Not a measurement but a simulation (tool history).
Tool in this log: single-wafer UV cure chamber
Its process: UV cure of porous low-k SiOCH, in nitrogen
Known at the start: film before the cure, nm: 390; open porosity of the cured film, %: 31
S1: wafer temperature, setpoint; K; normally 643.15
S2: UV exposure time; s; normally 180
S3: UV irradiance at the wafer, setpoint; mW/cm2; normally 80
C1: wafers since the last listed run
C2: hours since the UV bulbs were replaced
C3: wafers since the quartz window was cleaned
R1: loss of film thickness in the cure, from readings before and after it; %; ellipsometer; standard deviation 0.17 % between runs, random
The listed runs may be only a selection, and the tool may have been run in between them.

run 1 hour=0 | S1=643.15 S2=180 S3=52 | C1=0 C2=360.3 C3=553 | R1=8.383
run 2 hour=87.8 | S1=643.15 S2=180 S3=52 | C1=349 C2=448.1 C3=902 | R1=8.191
run 3 hour=127.1 | S1=643.15 S2=180 S3=52 | C1=156 C2=487.4 C3=1059 | R1=7.877
-- hour=156.8 quartz window cleaned
run 4 hour=175.9 | S1=643.15 S2=180 S3=80 | C1=162 C2=536.2 C3=76 | R1=10.658
run 5 hour=240.1 | S1=643.15 S2=180 S3=80 | C1=255 C2=600.4 C3=331 | R1=10.55
run 6 hour=382.4 | S1=643.15 S2=250 S3=80 | C1=566 C2=742.7 C3=898 | R1=11.914
-- hour=416.6 quartz window cleaned
run 7 hour=472.5 | S1=643.15 S2=250 S3=80 | C1=326 C2=832.8 C3=222 | R1=12.467
run 8 hour=512.5 | S1=643.15 S2=250 S3=80 | C1=159 C2=872.8 C3=381 | R1=11.839
run 9 hour=561.5 | S1=643.15 S2=180 S3=80 | C1=195 C2=921.8 C3=576 | R1=10.22
run 10 hour=612.5 | S1=635.15 S2=180 S3=66 | C1=203 C2=972.8 C3=780 | R1=9.132
run 11 hour=677.1 | S1=643.15 S2=280 S3=59 | C1=257 C2=1037.4 C3=1037 | R1=10.675
-- hour=732.9 quartz window cleaned
run 12 hour=744.3 | S1=643.15 S2=140 S3=118 | C1=235 C2=1104.6 C3=45 | R1=11.333
-- hour=802 UV bulbs replaced
run 13 hour=806.5 | S1=625.15 S2=180 S3=54 | C1=215 C2=4.5 C3=261 | R1=8.158
run 14 hour=848.6 | S1=643.15 S2=245 S3=80 | C1=167 C2=46.6 C3=428 | R1=11.517
run 15 hour=948.6 | S1=643.15 S2=270 S3=70 | C1=398 C2=146.6 C3=826 | R1=11.031
run 16 hour=992.6 | S1=643.15 S2=180 S3=80 | C1=175 C2=190.6 C3=1002 | R1=9.318

Run 17 has not been measured yet. What should we expect?
-- hour=1005.8 quartz window cleaned
run 17 hour=1055.5 | S1=643.15 S2=270 S3=70 | C1=218 C2=253.5 C3=197 | R1=?

R1: 12.095 %
Minus the tool's unlogged condition, the same run would have read R1 12.4 %.
